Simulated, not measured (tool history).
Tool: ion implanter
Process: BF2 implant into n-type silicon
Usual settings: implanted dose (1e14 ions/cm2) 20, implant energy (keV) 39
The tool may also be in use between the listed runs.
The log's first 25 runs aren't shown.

run   hour  implanted dose (1e14 ions/cm2)  implant energy (keV)  read-back reference wafer on the same gauge, sheet resistance  sheet resistance of the implanted and annealed layer (ohm/square)
 26    597                           22.03                    44                                                          96.18                                                              84.13
 27  627.3                           17.49                  48.5                                                          96.35                                                              85.51
 28  662.3                              20                    39                                                          96.27                                                              91.71
 29  683.8                           17.22                  46.5                                                          96.23                                                              87.87
 30  702.7                           23.55                    51                                                          96.39                                                              77.35
 31  727.9                              20                  50.5                                                          96.32                                                              80.44
 32  760.4                           23.64                    39                                                          96.36                                                              88.98
 33  788.4                              20                    39                                                           96.3                                                              91.04
 34  823.6                           15.85                  51.5                                                          96.39                                                               86.5
 35  846.3                           23.17                  46.5                                                          96.22                                                              81.33

5 ways to go on from here, each from the tool as it stands after run 35. What would each give?
  A  846.7                              20                    39                                                              ?                                                                  ?
  B  846.7                            25.8                  47.5                                                              ?                                                                  ?
  C  846.7                           22.84                    39                                                              ?                                                                  ?
  D  846.7                           25.55                  31.5                                                              ?                                                                  ?
  E  846.7                           24.65                  28.5                                                              ?                                                                  ?

run  read-back reference wafer on the same gauge, sheet resistance  sheet resistance of the implanted and annealed layer (ohm/square)
  A                                                          96.22                                                              90.28
  B                                                          96.22                                                              78.82
  C                                                          96.22                                                              88.39
  D                                                          96.22                                                              96.41
  E                                                          96.22                                                             101.05
Without the tool's hidden state the same runs would have given:
run  sheet resistance of the implanted and annealed layer (ohm/square)
  A                                                              90.28
  B                                                              78.82
  C                                                              88.39
  D                                                              96.41
  E                                                             101.05
